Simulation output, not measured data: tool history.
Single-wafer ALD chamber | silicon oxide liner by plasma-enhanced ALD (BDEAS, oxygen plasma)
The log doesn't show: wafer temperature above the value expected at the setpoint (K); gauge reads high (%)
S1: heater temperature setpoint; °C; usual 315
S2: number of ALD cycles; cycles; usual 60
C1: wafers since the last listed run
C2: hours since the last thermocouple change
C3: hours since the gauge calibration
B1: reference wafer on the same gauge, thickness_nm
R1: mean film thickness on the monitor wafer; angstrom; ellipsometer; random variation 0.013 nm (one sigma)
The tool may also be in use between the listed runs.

Run 1, day 0.000: usual settings; C1 0; C2 1545.1; C3 0.9; B1 5.406. Result: R1 51.43 angstrom.
Run 2, day 2.242: usual settings but S1 320 °C, S2 52 cycles; C1 255; C2 1598.9; C3 54.7; B1 5.415. Result: R1 44.45 angstrom.
Run 3, day 3.275: usual settings but S1 320 °C, S2 52 cycles; C1 117; C2 1623.7; C3 79.5; B1 5.423. Result: R1 44.51 angstrom.
Run 4, day 5.521: usual settings; C1 256; C2 1677.6; C3 133.4; B1 5.426. Result: R1 51.56 angstrom.
Run 5, day 8.467: usual settings; C1 336; C2 1748.3; C3 204.1; B1 5.440. Result: R1 51.66 angstrom.
Run 6, day 11.200: usual settings; C1 312; C2 1813.9; C3 269.7; B1 5.453. Result: R1 51.83 angstrom.
Run 7, day 12.408: usual settings; C1 137; C2 1842.9; C3 298.7; B1 5.459. Result: R1 51.94 angstrom.
Run 8, day 13.938: usual settings; C1 174; C2 1879.6; C3 335.4; B1 5.467. Result: R1 51.98 angstrom.
Run 9, day 15.488: usual settings; C1 176; C2 1916.8; C3 372.6; B1 5.475. Result: R1 52.12 angstrom.
Run 10, day 16.817: usual settings but S2 54 cycles; C1 151; C2 1948.7; C3 404.5; B1 5.473. Result: R1 47.00 angstrom.
Run 11, day 19.575: usual settings; C1 314; C2 2014.9; C3 470.7; B1 5.484. Result: R1 52.26 angstrom.
Run 12, day 21.488: usual settings; C1 218; C2 2060.8; C3 516.6; B1 5.498. Result: R1 52.17 angstrom.
Run 13, day 25.688: usual settings but S1 301 °C, S2 54 cycles; C1 479; C2 2161.6; C3 617.4; B1 5.516. Result: R1 48.05 angstrom.
Run 14, day 27.150: usual settings but S1 326 °C, S2 72 cycles; C1 166; C2 2196.7; C3 652.5; B1 5.517. Result: R1 62.01 angstrom.
At day 27.858: gauge calibrated.
Run 15, day 29.112: usual settings; C1 224; C2 2243.8; C3 30.1; B1 5.420. Result: R1 51.57 angstrom.
Run 16, day 31.504: usual settings but S2 48 cycles; C1 273; C2 2301.2; C3 87.5; B1 5.427. Result: R1 41.24 angstrom.
Run 17, day 32.517: usual settings but S1 320 °C, S2 67 cycles; C1 115; C2 2325.5; C3 111.8; B1 5.434. Result: R1 57.31 angstrom.
At day 33.312: thermocouple changed; heater temperature recalibrated.
Run 18, day 34.592: usual settings but S1 306 °C; C1 198; C2 30.7; C3 161.6; B1 5.444. Result: R1 52.36 angstrom.
Run 19, day 36.929: usual settings but S1 322 °C, S2 57 cycles; C1 266; C2 86.8; C3 217.7; B1 5.456. Result: R1 48.84 angstrom.
Run 20, day 38.267: usual settings but S1 303 °C, S2 70 cycles; C1 152; C2 118.9; C3 249.8; B1 5.458. Result: R1 61.38 angstrom.
Run 21, day 39.871: usual settings but S2 53 cycles; C1 183; C2 157.4; C3 288.3; B1 5.468. Result: R1 45.72 angstrom.
Run 22, day 41.696: usual settings but S1 320 °C; C1 208; C2 201.2; C3 332.1; B1 5.475. Result: R1 52.00 angstrom.

Forecast each of these 3 alternatives for the next run:
Run A, day 41.717: usual settings but S2 68 cycles; C1 2; C2 201.7; C3 332.6; B1 ?. Result: R1 ?.
Run B, day 41.717: usual settings but S2 66 cycles; C1 2; C2 201.7; C3 332.6; B1 ?. Result: R1 ?.
Run C, day 41.717: usual settings but S1 301 °C, S2 53 cycles; C1 2; C2 201.7; C3 332.6; B1 ?. Result: R1 ?.

run     B1     R1
  A  5.475  59.07
  B  5.475  57.33
  C  5.475  46.85
Without the tool's hidden state the same runs would have given:
run     R1
  A  58.39
  B  56.68
  C  46.31
